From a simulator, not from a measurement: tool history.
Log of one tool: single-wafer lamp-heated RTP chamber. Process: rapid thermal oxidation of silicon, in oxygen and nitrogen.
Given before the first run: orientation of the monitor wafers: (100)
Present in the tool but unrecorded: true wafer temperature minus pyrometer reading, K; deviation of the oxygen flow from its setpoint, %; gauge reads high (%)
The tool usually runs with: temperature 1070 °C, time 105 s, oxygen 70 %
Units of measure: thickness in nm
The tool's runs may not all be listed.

run   hour  temperature  time  oxygen  wafers since the last listed run  wafers since the last pyrometer calibration  hours since the oxygen flow controller was replaced  hours since the gauge calibration  read-back reference wafer on the same gauge, thickness  thickness
  1      0         1070   105      70                                 0                                         5611                                               5134.9                               73.6                                                  10.695     11.025
  2   50.8         1070   105      70                               417                                         6029                                               5185.7                              124.4                                                    10.7     11.004
  3  101.8         1070   105      70                               419                                         6448                                               5236.7                              175.4                                                  10.702     11.028
  4  171.4         1054   105      81                               572                                         7021                                               5306.3                                245                                                  10.697     10.469
  5  233.4         1054   105      81                               509                                         7530                                               5368.3                                307                                                  10.696      10.52
  6  296.8         1070   105      70                               521                                         8052                                               5431.7                              370.4                                                  10.701     11.068
       323  -- pyrometer window cleaned and pyrometer calibrated
  7  345.6         1070   105      78                               335                                          185                                               5480.5                              419.2                                                    10.7     11.338
  8  382.7         1070   105      70                               305                                          490                                               5517.6                              456.3                                                  10.701     10.958
  9  442.4         1048   145      90                               490                                          981                                               5577.3                                516                                                  10.702     11.983
 10  493.4         1070    77      58                               419                                         1400                                               5628.3                                567                                                  10.695      8.869
 11  531.5         1070   153      91                               313                                         1714                                               5666.4                              605.1                                                    10.7     14.336
     533.7  -- gauge calibrated
 12  576.1         1070   126      52                               366                                         2080                                                 5711                               42.4                                                  10.708     10.724
     605.7  -- oxygen flow controller replaced
 13  612.7         1042   141      82                               235                                         2316                                                    7                                 79                                                    10.7     11.032
 14  714.3         1070   105      70                               835                                         3151                                                108.6                              180.6                                                  10.698     10.989
 15  785.8         1070   105      91                               587                                         3739                                                180.1                              252.1                                                  10.698      12.15

What will run 16 give?
 16  846.9         1070   105      70                               502                                         4241                                                241.2                              313.2                                                       ?          ?

Run 16 came out at read-back reference wafer on the same gauge, thickness 10.705, thickness 10.998 nm.
On a tool with no hidden condition, and with the same random variation, this run would have come out at thickness 10.845 nm.

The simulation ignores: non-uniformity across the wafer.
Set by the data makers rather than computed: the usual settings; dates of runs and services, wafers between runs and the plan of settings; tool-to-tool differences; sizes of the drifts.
